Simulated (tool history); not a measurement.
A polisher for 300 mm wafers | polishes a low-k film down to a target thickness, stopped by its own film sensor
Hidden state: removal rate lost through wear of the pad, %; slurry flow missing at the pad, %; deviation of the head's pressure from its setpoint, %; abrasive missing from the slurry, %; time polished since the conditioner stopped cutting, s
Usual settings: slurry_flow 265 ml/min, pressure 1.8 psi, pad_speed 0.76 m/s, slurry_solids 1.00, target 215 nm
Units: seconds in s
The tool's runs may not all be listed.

run	hour	slurry_flow	pressure	pad_speed	slurry_solids	target	wafers since the last listed run	wafers polished on this pad	hours since the slurry nozzle was cleaned	hours since the head pressure was calibrated	hours since the slurry blender was calibrated	hours since the conditioning disc was replaced	incoming thickness of the incoming film, nm	seconds
1	0.0	325	1.8	0.76	1.15	215	0	669	287.5	1174.6	251.1	27.4	251.6	108.8
2	9.3	325	1.8	0.76	1.15	215	107	776	296.8	1183.9	260.4	36.7	252.2	110.3
# hour 16.0: head pressure recalibrated
3	18.2	265	1.8	0.76	1.00	215	79	856	305.7	2.2	269.3	45.6	248.7	109.5
4	35.1	265	1.8	0.62	1.05	215	195	1052	322.6	19.1	286.2	62.5	247.3	118.8
5	46.3	265	1.8	0.62	1.00	215	129	1181	333.8	30.3	297.4	73.7	249.9	134.5
6	62.2	265	1.5	0.52	1.20	215	184	1365	349.7	46.2	313.3	89.6	250.0	164.1
# hour 69.6: worn pad replaced by a new one
7	70.1	265	1.8	0.76	1.00	215	45	5	357.6	54.1	321.2	97.5	252.2	128.1
8	76.1	265	1.8	0.76	1.00	215	69	75	363.6	60.1	327.2	103.5	249.5	118.4
# hour 92.8: conditioning disc replaced and pad reconditioned
9	93.3	265	1.8	0.76	1.25	215	175	251	380.8	77.3	344.4	0.5	250.7	105.3
10	114.4	265	1.5	0.98	1.00	215	244	495	401.9	98.4	365.5	21.6	247.5	107.8
# hour 123.7: slurry blender recalibrated
11	127.6	265	1.8	0.76	1.00	215	129	625	415.1	111.6	3.9	34.8	251.4	113.0
12	137.7	265	1.8	0.76	1.10	215	116	742	425.2	121.7	14.0	44.9	248.9	100.7
13	147.2	265	1.8	0.94	1.25	215	109	852	434.7	131.2	23.5	54.4	249.8	86.3
# hour 151.3: slurry nozzle cleaned
14	163.9	265	1.8	0.76	1.00	215	181	1033	12.6	147.9	40.2	71.1	252.0	116.8
15	171.0	265	1.8	0.76	1.00	215	82	1116	19.7	155.0	47.3	78.2	251.6	120.1
16	178.5	265	1.8	0.76	1.00	215	86	1202	27.2	162.5	54.8	85.7	252.0	122.1
# hour 184.1: worn pad replaced by a new one
17	195.9	185	1.8	0.92	0.75	215	155	136	44.6	179.9	72.2	103.1	248.1	117.2
18	228.4	330	1.6	0.94	1.00	208	376	512	77.1	212.4	104.7	135.6	244.7	121.0
# hour 237.5: conditioning disc replaced and pad reconditioned
19	238.0	265	1.8	0.76	1.00	218	87	600	86.7	222.0	114.3	0.5	253.7	111.3
20	252.2	265	1.8	0.76	1.00	215	164	764	100.9	236.2	128.5	14.7	245.4	93.1
21	267.3	170	1.8	0.76	1.25	215	174	939	116.0	251.3	143.6	29.8	250.1	107.6
22	280.9	230	1.8	0.76	1.20	215	157	1097	129.6	264.9	157.2	43.4	250.8	106.9
23	293.4	265	1.8	0.76	1.00	215	144	1241	142.1	277.4	169.7	55.9	250.6	114.6
# hour 308.0: worn pad replaced by a new one
24	308.5	310	1.8	0.76	1.00	215	128	6	157.2	292.5	184.8	71.0	250.6	112.7

Run 25 comes next. What will it give?
25	320.7	265	1.2	0.76	1.00	205	141	147	169.4	304.7	197.0	83.2	249.8	?

{"run 25": {"seconds": 217.8}}
Without the tool's hidden state the same run would have given seconds 204.0 s.
